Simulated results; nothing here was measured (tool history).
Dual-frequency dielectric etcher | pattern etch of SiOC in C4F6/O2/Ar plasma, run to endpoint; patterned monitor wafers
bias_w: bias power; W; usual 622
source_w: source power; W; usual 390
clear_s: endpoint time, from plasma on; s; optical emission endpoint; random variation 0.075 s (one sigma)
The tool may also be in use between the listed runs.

run	hour	bias_w	source_w	incoming incoming film thickness, nm	clear_s
1	0	622	320	31.69	10.9
2	104.3	622	320	31.99	10.8
3	193.1	622	320	32.13	11
4	294.2	724	390	31.76	9
5	392.6	724	390	31.99	9
6	498.9	622	460	31.94	8.9
# hour 583.5: wet clean of the chamber
7	605.1	622	460	32.28	9
# hour 622.9: bias power generator calibrated
8	804.2	622	390	31.96	10.1
9	887.3	622	390	31.8	9.9
10	957.5	692	470	31.96	8.6
11	1005.7	692	470	32.21	8.6
# hour 1093.1: upper electrode replaced
12	1093.6	692	470	32.01	8.6
13	1128.5	622	390	31.74	10
14	1205.4	622	390	32.18	10.1
15	1251.5	622	390	32.04	10
# hour 1339.6: wet clean of the chamber
16	1357.2	734	320	32.01	9.9
17	1412.2	470	460	31.98	10.8
18	1492.5	504	340	32.3	12.3
19	1536.7	535	390	31.72	10.7
# hour 1593.4: source power generator calibrated
20	1612.2	770	310	32.27	9.9
21	1710.7	762	360	31.83	9.1
22	1796.8	710	350	31.88	9.6
# hour 2002.2: wet clean of the chamber
23	2102	501	390	31.55	11.1
24	2207.3	622	390	31.64	9.6
25	2309.7	739	310	32.07	9.8
# hour 2334: bias power generator calibrated
26	2354.1	480	320	32.37	13.1
27	2449.8	622	470	31.99	9.2
28	2552.4	622	390	31.85	10
29	2597.8	540	390	32.03	10.8
30	2648.5	622	330	31.87	10.9
# hour 2673.5: wet clean of the chamber
31	2698.5	734	320	32.12	10.1
32	2745.7	709	430	32.1	9
33	2793.8	761	390	32.05	8.8
34	2875.8	622	390	32.09	10.2
35	3189.6	690	430	32.03	9.1
36	3245.2	622	350	31.91	10.3

3 ways to go on from here, each from the tool as it stands after run 36. What would each give?
A	3245.6	622	390	31.99	?
B	3245.6	691	310	31.99	?
C	3245.6	493	360	31.99	?

run	clear_s
A	10
B	10.5
C	11.9
Without the tool's hidden state the same runs would have given:
run	clear_s
A	10
B	10.6
C	12
